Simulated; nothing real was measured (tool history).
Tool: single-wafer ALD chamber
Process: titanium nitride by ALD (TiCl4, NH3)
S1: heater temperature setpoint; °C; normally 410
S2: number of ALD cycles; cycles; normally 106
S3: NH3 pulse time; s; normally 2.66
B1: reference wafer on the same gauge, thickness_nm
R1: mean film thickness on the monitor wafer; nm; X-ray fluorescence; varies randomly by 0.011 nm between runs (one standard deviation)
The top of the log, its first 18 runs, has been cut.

Run 19, hour 421.9: usual settings but S1 418 °C; B1 2.419. Result: R1 2.236 nm.
At hour 449.0: showerhead replaced.
Run 20, hour 449.5: usual settings but S3 2.13 s; B1 2.412. Result: R1 2.222 nm.
Run 21, hour 477.9: usual settings; B1 2.405. Result: R1 2.231 nm.
Run 22, hour 502.6: usual settings but S1 403 °C, S2 97 cycles, S3 3.00 s; B1 2.413. Result: R1 2.021 nm.
Run 23, hour 523.6: usual settings but S1 422 °C, S2 125 cycles, S3 2.27 s; B1 2.407. Result: R1 2.624 nm.
Run 24, hour 540.7: usual settings but S1 417 °C, S2 125 cycles, S3 3.37 s; B1 2.404. Result: R1 2.629 nm.
Run 25, hour 564.6: usual settings but S2 90 cycles; B1 2.401. Result: R1 1.900 nm.
Run 26, hour 584.9: usual settings; B1 2.398. Result: R1 2.200 nm.
Run 27, hour 609.0: usual settings but S3 1.64 s; B1 2.399. Result: R1 2.189 nm.
Run 28, hour 622.3: usual settings; B1 2.392. Result: R1 2.213 nm.
Run 29, hour 650.0: usual settings but S1 402 °C; B1 2.397. Result: R1 2.201 nm.
Run 30, hour 666.9: usual settings but S3 1.79 s; B1 2.396. Result: R1 2.183 nm.
Run 31, hour 688.0: usual settings but S2 97 cycles, S3 1.91 s; B1 2.397. Result: R1 1.992 nm.
Run 32, hour 722.6: usual settings but S1 397 °C, S2 92 cycles; B1 2.393. Result: R1 1.918 nm.
Run 33, hour 748.9: usual settings but S1 418 °C; B1 2.391. Result: R1 2.220 nm.
Run 34, hour 767.5: usual settings but S1 399 °C, S3 1.72 s; B1 2.393. Result: R1 2.177 nm.
Run 35, hour 793.8: usual settings but S1 402 °C, S2 114 cycles, S3 3.44 s; B1 2.391. Result: R1 2.410 nm.
Run 36, hour 811.0: usual settings; B1 2.390. Result: R1 2.225 nm.
Run 37, hour 828.3: usual settings but S1 403 °C, S2 86 cycles, S3 1.78 s; B1 2.392. Result: R1 1.769 nm.
Run 38, hour 845.7: usual settings but S1 405 °C, S2 99 cycles, S3 1.62 s; B1 2.393. Result: R1 2.026 nm.

Predict each of these 4 candidate next runs independently; none follows another, all start after run 38:
Run A, hour 846.4: usual settings but S3 2.20 s; B1 ?. Result: R1 ?.
Run B, hour 846.4: usual settings but S1 397 °C; B1 ?. Result: R1 ?.
Run C, hour 846.4: usual settings but S1 423 °C, S2 93 cycles, S3 1.99 s; B1 ?. Result: R1 ?.
Run D, hour 846.4: usual settings but S1 424 °C, S2 118 cycles, S3 1.99 s; B1 ?. Result: R1 ?.

run     B1     R1
  A  2.394  2.186
  B  2.394  2.187
  C  2.394  1.922
  D  2.394  2.439
Take away the tool's hidden state, keep each run's random variation, and the runs would have read:
run     R1
  A  2.240
  B  2.241
  C  1.969
  D  2.499

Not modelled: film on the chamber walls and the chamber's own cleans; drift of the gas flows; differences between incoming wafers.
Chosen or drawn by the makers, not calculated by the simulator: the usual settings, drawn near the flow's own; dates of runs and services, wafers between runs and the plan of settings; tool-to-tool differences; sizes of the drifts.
